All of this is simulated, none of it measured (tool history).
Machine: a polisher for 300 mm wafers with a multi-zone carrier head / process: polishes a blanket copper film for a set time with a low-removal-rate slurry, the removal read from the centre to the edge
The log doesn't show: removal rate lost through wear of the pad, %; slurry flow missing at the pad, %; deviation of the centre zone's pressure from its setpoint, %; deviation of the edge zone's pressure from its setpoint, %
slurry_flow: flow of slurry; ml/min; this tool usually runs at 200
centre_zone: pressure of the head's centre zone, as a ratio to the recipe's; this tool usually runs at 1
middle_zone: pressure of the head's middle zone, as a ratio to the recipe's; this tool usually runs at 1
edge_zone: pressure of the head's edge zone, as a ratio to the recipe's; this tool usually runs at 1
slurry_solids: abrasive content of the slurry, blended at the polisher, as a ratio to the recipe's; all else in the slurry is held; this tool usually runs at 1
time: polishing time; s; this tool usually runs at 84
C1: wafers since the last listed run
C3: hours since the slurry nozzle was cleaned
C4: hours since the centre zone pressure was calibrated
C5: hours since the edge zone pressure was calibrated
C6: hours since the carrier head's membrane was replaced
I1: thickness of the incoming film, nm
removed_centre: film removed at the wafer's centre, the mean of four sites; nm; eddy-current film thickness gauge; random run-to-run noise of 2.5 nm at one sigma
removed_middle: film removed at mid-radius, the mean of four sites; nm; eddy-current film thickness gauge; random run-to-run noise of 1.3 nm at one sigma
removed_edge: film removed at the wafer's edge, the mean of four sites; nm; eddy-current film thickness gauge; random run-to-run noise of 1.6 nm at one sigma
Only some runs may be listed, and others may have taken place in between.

{"run": 1, "hour": 0.0, "slurry_flow": 200, "centre_zone": 1, "middle_zone": 1.07, "edge_zone": 1, "slurry_solids": 1.25, "time": 84, "C1": 0, "wafers polished on this pad": 877, "C3": 120.5, "C4": 249.6, "C5": 515.4, "C6": 485, "I1": 1102.8, "removed_centre": 214.4, "removed_middle": 235.4, "removed_edge": 220.6}
{"run": 2, "hour": 27.0, "slurry_flow": 200, "centre_zone": 1, "middle_zone": 1.07, "edge_zone": 1, "slurry_solids": 1.25, "time": 84, "C1": 174, "wafers polished on this pad": 1052, "C3": 147.5, "C4": 276.6, "C5": 542.4, "C6": 512, "I1": 1094.7, "removed_centre": 217.4, "removed_middle": 233.8, "removed_edge": 219.6}
{"hour": 70.3, "done": "worn pad replaced by a new one"}
{"run": 3, "hour": 71.1, "slurry_flow": 200, "centre_zone": 1, "middle_zone": 1, "edge_zone": 1, "slurry_solids": 1, "time": 84, "C1": 259, "wafers polished on this pad": 5, "C3": 191.6, "C4": 320.7, "C5": 586.5, "C6": 556.1, "I1": 1124.6, "removed_centre": 206, "removed_middle": 213.4, "removed_edge": 210.7}
{"run": 4, "hour": 135.4, "slurry_flow": 200, "centre_zone": 1, "middle_zone": 1, "edge_zone": 1, "slurry_solids": 1, "time": 84, "C1": 415, "wafers polished on this pad": 421, "C3": 255.9, "C4": 385, "C5": 650.8, "C6": 620.4, "I1": 1100, "removed_centre": 205.4, "removed_middle": 214.5, "removed_edge": 210.8}
{"run": 5, "hour": 175.3, "slurry_flow": 200, "centre_zone": 1, "middle_zone": 1, "edge_zone": 1, "slurry_solids": 1, "time": 84, "C1": 257, "wafers polished on this pad": 679, "C3": 295.8, "C4": 424.9, "C5": 690.7, "C6": 660.3, "I1": 1112.6, "removed_centre": 210.9, "removed_middle": 212.4, "removed_edge": 208.9}
{"hour": 184.7, "done": "slurry nozzle cleaned"}
{"run": 6, "hour": 227.9, "slurry_flow": 200, "centre_zone": 1, "middle_zone": 1, "edge_zone": 1.08, "slurry_solids": 1, "time": 84, "C1": 333, "wafers polished on this pad": 1012, "C3": 43.2, "C4": 477.5, "C5": 743.3, "C6": 712.9, "I1": 1093.2, "removed_centre": 201.8, "removed_middle": 213.7, "removed_edge": 221.6}
{"hour": 273.2, "done": "worn pad replaced by a new one"}
{"run": 7, "hour": 297.3, "slurry_flow": 200, "centre_zone": 1, "middle_zone": 1, "edge_zone": 1.08, "slurry_solids": 1, "time": 84, "C1": 422, "wafers polished on this pad": 155, "C3": 112.6, "C4": 546.9, "C5": 812.7, "C6": 782.3, "I1": 1119.5, "removed_centre": 205.8, "removed_middle": 213.3, "removed_edge": 223.1}
{"run": 8, "hour": 362.5, "slurry_flow": 200, "centre_zone": 1, "middle_zone": 1, "edge_zone": 1.08, "slurry_solids": 1, "time": 84, "C1": 421, "wafers polished on this pad": 577, "C3": 177.8, "C4": 612.1, "C5": 877.9, "C6": 847.5, "I1": 1096, "removed_centre": 206.4, "removed_middle": 212.4, "removed_edge": 217.8}
{"run": 9, "hour": 389.4, "slurry_flow": 200, "centre_zone": 1, "middle_zone": 1, "edge_zone": 1, "slurry_solids": 1, "time": 84, "C1": 173, "wafers polished on this pad": 751, "C3": 204.7, "C4": 639, "C5": 904.8, "C6": 874.4, "I1": 1103.7, "removed_centre": 204.2, "removed_middle": 214, "removed_edge": 210.6}
{"run": 10, "hour": 447.3, "slurry_flow": 200, "centre_zone": 1, "middle_zone": 1, "edge_zone": 1, "slurry_solids": 1, "time": 84, "C1": 374, "wafers polished on this pad": 1125, "C3": 262.6, "C4": 696.9, "C5": 962.7, "C6": 932.3, "I1": 1108.9, "removed_centre": 207, "removed_middle": 212.8, "removed_edge": 209.4}
{"hour": 515.9, "done": "edge zone pressure recalibrated"}
{"hour": 516.3, "done": "worn pad replaced by a new one"}
{"run": 11, "hour": 517.4, "slurry_flow": 200, "centre_zone": 1, "middle_zone": 1, "edge_zone": 1, "slurry_solids": 1, "time": 84, "C1": 437, "wafers polished on this pad": 6, "C3": 332.7, "C4": 767, "C5": 1.5, "C6": 1002.4, "I1": 1099.7, "removed_centre": 205.1, "removed_middle": 212.6, "removed_edge": 213.4}
{"hour": 540.4, "done": "carrier head's membrane replaced by a new one"}
{"run": 12, "hour": 542.4, "slurry_flow": 145, "centre_zone": 1.07, "middle_zone": 1.05, "edge_zone": 0.91, "slurry_solids": 1, "time": 84, "C1": 129, "wafers polished on this pad": 136, "C3": 357.7, "C4": 792, "C5": 26.5, "C6": 2, "I1": 1088.2, "removed_centre": 204, "removed_middle": 211, "removed_edge": 199.4}
{"hour": 546.5, "done": "slurry nozzle cleaned"}
{"run": 13, "hour": 577.5, "slurry_flow": 255, "centre_zone": 0.93, "middle_zone": 1, "edge_zone": 1, "slurry_solids": 1, "time": 84, "C1": 220, "wafers polished on this pad": 356, "C3": 31, "C4": 827.1, "C5": 61.6, "C6": 37.1, "I1": 1132.8, "removed_centre": 191.4, "removed_middle": 220.6, "removed_edge": 215.3}
{"hour": 772.4, "done": "worn pad replaced by a new one"}
{"run": 14, "hour": 782.8, "slurry_flow": 200, "centre_zone": 1, "middle_zone": 1, "edge_zone": 1, "slurry_solids": 1.15, "time": 84, "C1": 1301, "wafers polished on this pad": 67, "C3": 236.3, "C4": 1032.4, "C5": 266.9, "C6": 242.4, "I1": 1091.1, "removed_centre": 196.7, "removed_middle": 220, "removed_edge": 219.4}
{"run": 15, "hour": 838.2, "slurry_flow": 200, "centre_zone": 0.97, "middle_zone": 0.93, "edge_zone": 1, "slurry_solids": 1, "time": 84, "C1": 358, "wafers polished on this pad": 425, "C3": 291.7, "C4": 1087.8, "C5": 322.3, "C6": 297.8, "I1": 1094.3, "removed_centre": 183.7, "removed_middle": 201.1, "removed_edge": 212.3}
{"run": 16, "hour": 864.5, "slurry_flow": 250, "centre_zone": 1.1, "middle_zone": 1, "edge_zone": 1, "slurry_solids": 1.3, "time": 60, "C1": 170, "wafers polished on this pad": 595, "C3": 318, "C4": 1114.1, "C5": 348.6, "C6": 324.1, "I1": 1115.1, "removed_centre": 164, "removed_middle": 165.2, "removed_edge": 162.9}
{"hour": 879.8, "done": "slurry nozzle cleaned"}
{"hour": 896.0, "done": "centre zone pressure recalibrated"}
{"run": 17, "hour": 921.9, "slurry_flow": 255, "centre_zone": 0.93, "middle_zone": 1, "edge_zone": 1, "slurry_solids": 1, "time": 84, "C1": 351, "wafers polished on this pad": 947, "C3": 42.1, "C4": 25.9, "C5": 406, "C6": 381.5, "I1": 1122.1, "removed_centre": 201.2, "removed_middle": 221.4, "removed_edge": 216.3}
{"run": 18, "hour": 979.5, "slurry_flow": 230, "centre_zone": 1.07, "middle_zone": 1, "edge_zone": 1, "slurry_solids": 1, "time": 64, "C1": 372, "wafers polished on this pad": 1319, "C3": 99.7, "C4": 83.5, "C5": 463.6, "C6": 439.1, "I1": 1124.8, "removed_centre": 176.7, "removed_middle": 163.2, "removed_edge": 160.8}
{"hour": 1015.3, "done": "worn pad replaced by a new one"}
{"run": 19, "hour": 1027.7, "slurry_flow": 200, "centre_zone": 0.94, "middle_zone": 1, "edge_zone": 1, "slurry_solids": 1, "time": 84, "C1": 285, "wafers polished on this pad": 80, "C3": 147.9, "C4": 131.7, "C5": 511.8, "C6": 487.3, "I1": 1112.9, "removed_centre": 199.5, "removed_middle": 214.4, "removed_edge": 211.6}
{"run": 20, "hour": 1061.3, "slurry_flow": 200, "centre_zone": 1, "middle_zone": 1, "edge_zone": 1, "slurry_solids": 1, "time": 84, "C1": 217, "wafers polished on this pad": 297, "C3": 181.5, "C4": 165.3, "C5": 545.4, "C6": 520.9, "I1": 1102.4, "removed_centre": 203.9, "removed_middle": 214.1, "removed_edge": 210.5}
{"run": 21, "hour": 1124.3, "slurry_flow": 240, "centre_zone": 0.94, "middle_zone": 1.11, "edge_zone": 1.07, "slurry_solids": 1, "time": 84, "C1": 407, "wafers polished on this pad": 704, "C3": 244.5, "C4": 228.3, "C5": 608.4, "C6": 583.9, "I1": 1109.1, "removed_centre": 202.9, "removed_middle": 236.1, "removed_edge": 221.1}
{"run": 22, "hour": 1170.4, "slurry_flow": 200, "centre_zone": 1, "middle_zone": 1.07, "edge_zone": 0.9, "slurry_solids": 1, "time": 84, "C1": 298, "wafers polished on this pad": 1002, "C3": 290.6, "C4": 274.4, "C5": 654.5, "C6": 630, "I1": 1107.4, "removed_centre": 211.7, "removed_middle": 224.3, "removed_edge": 201}

Forecast each of these 3 alternatives for the next run:
{"run": "A", "hour": 1170.8, "slurry_flow": 200, "centre_zone": 1, "middle_zone": 1, "edge_zone": 1, "slurry_solids": 1, "time": 84, "C1": 2, "wafers polished on this pad": 1005, "C3": 291, "C4": 274.8, "C5": 654.9, "C6": 630.4, "I1": 1124.5, "removed_centre": "?", "removed_middle": "?", "removed_edge": "?"}
{"run": "B", "hour": 1170.8, "slurry_flow": 200, "centre_zone": 1, "middle_zone": 1, "edge_zone": 0.96, "slurry_solids": 1, "time": 74, "C1": 2, "wafers polished on this pad": 1005, "C3": 291, "C4": 274.8, "C5": 654.9, "C6": 630.4, "I1": 1124.5, "removed_centre": "?", "removed_middle": "?", "removed_edge": "?"}
{"run": "C", "hour": 1170.8, "slurry_flow": 200, "centre_zone": 0.9, "middle_zone": 1, "edge_zone": 1, "slurry_solids": 1, "time": 84, "C1": 2, "wafers polished on this pad": 1005, "C3": 291, "C4": 274.8, "C5": 654.9, "C6": 630.4, "I1": 1124.5, "removed_centre": "?", "removed_middle": "?", "removed_edge": "?"}

run=A removed_centre=209 removed_middle=213.9 removed_edge=207.1
run=B removed_centre=184.1 removed_middle=188.4 removed_edge=179.1
run=C removed_centre=187.9 removed_middle=214 removed_edge=207.1
Had the tool no hidden state, the same runs would have come out as:
run=A removed_centre=211.3 removed_middle=213.9 removed_edge=207.1
run=B removed_centre=186.2 removed_middle=188.4 removed_edge=179.1
run=C removed_centre=190 removed_middle=214 removed_edge=207.1
